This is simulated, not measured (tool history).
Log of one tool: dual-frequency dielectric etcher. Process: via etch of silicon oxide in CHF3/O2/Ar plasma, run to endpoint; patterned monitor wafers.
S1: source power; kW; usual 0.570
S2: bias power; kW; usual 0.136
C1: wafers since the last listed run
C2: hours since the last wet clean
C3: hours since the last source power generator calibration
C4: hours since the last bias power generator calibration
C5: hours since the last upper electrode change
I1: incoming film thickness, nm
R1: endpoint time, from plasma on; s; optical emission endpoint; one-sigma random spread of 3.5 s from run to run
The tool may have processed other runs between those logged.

run 1 hour=0.0 | S1=0.460 S2=0.136 | C1=0 C2=217.2 C3=3867.6 C4=4285.8 C5=2261.4 | I1=779.5 | R1=511.9
run 2 hour=24.9 | S1=0.460 S2=0.136 | C1=162 C2=242.1 C3=3892.5 C4=4310.7 C5=2286.3 | I1=774.0 | R1=500.8
run 3 hour=42.8 | S1=0.460 S2=0.136 | C1=117 C2=260.0 C3=3910.4 C4=4328.6 C5=2304.2 | I1=788.9 | R1=503.4
run 4 hour=60.5 | S1=0.510 S2=0.136 | C1=115 C2=277.7 C3=3928.1 C4=4346.3 C5=2321.9 | I1=781.1 | R1=471.8
-- hour=117.2 upper electrode replaced
run 5 hour=117.7 | S1=0.510 S2=0.136 | C1=217 C2=334.9 C3=3985.3 C4=4403.5 C5=0.5 | I1=784.1 | R1=474.4
run 6 hour=118.1 | S1=0.510 S2=0.136 | C1=2 C2=335.3 C3=3985.7 C4=4403.9 C5=0.9 | I1=786.9 | R1=470.3
run 7 hour=150.8 | S1=0.570 S2=0.136 | C1=213 C2=368.0 C3=4018.4 C4=4436.6 C5=33.6 | I1=787.1 | R1=457.7
-- hour=175.5 source power generator calibrated
run 8 hour=185.2 | S1=0.620 S2=0.103 | C1=198 C2=402.4 C3=9.7 C4=4471.0 C5=68.0 | I1=776.2 | R1=440.1
run 9 hour=208.6 | S1=0.620 S2=0.113 | C1=153 C2=425.8 C3=33.1 C4=4494.4 C5=91.4 | I1=773.9 | R1=444.4
run 10 hour=240.6 | S1=0.510 S2=0.153 | C1=209 C2=457.8 C3=65.1 C4=4526.4 C5=123.4 | I1=783.7 | R1=468.5
-- hour=251.6 bias power generator calibrated
-- hour=267.0 wet clean of the chamber
run 11 hour=267.5 | S1=0.440 S2=0.163 | C1=49 C2=0.5 C3=92.0 C4=15.9 C5=150.3 | I1=791.1 | R1=505.1
run 12 hour=346.3 | S1=0.570 S2=0.136 | C1=515 C2=79.3 C3=170.8 C4=94.7 C5=229.1 | I1=787.3 | R1=451.4
run 13 hour=360.1 | S1=0.670 S2=0.107 | C1=90 C2=93.1 C3=184.6 C4=108.5 C5=242.9 | I1=779.3 | R1=420.1
run 14 hour=383.3 | S1=0.470 S2=0.146 | C1=151 C2=116.3 C3=207.8 C4=131.7 C5=266.1 | I1=798.6 | R1=500.5

Alternative continuations, all from the tool just after run 14; predict every row:
run A hour=383.8 | S1=0.570 S2=0.136 | C1=3 C2=116.8 C3=208.3 C4=132.2 C5=266.6 | I1=785.6 | R1=?
run B hour=383.8 | S1=0.710 S2=0.127 | C1=3 C2=116.8 C3=208.3 C4=132.2 C5=266.6 | I1=785.6 | R1=?
run C hour=383.8 | S1=0.500 S2=0.157 | C1=3 C2=116.8 C3=208.3 C4=132.2 C5=266.6 | I1=785.6 | R1=?
run D hour=383.8 | S1=0.630 S2=0.159 | C1=3 C2=116.8 C3=208.3 C4=132.2 C5=266.6 | I1=785.6 | R1=?

run=A R1=450.2
run=B R1=404.8
run=C R1=470.0
run=D R1=409.7
Stripped of hidden state, with their random variation kept, the same runs would have yielded:
run=A R1=450.2
run=B R1=404.8
run=C R1=470.0
run=D R1=409.7

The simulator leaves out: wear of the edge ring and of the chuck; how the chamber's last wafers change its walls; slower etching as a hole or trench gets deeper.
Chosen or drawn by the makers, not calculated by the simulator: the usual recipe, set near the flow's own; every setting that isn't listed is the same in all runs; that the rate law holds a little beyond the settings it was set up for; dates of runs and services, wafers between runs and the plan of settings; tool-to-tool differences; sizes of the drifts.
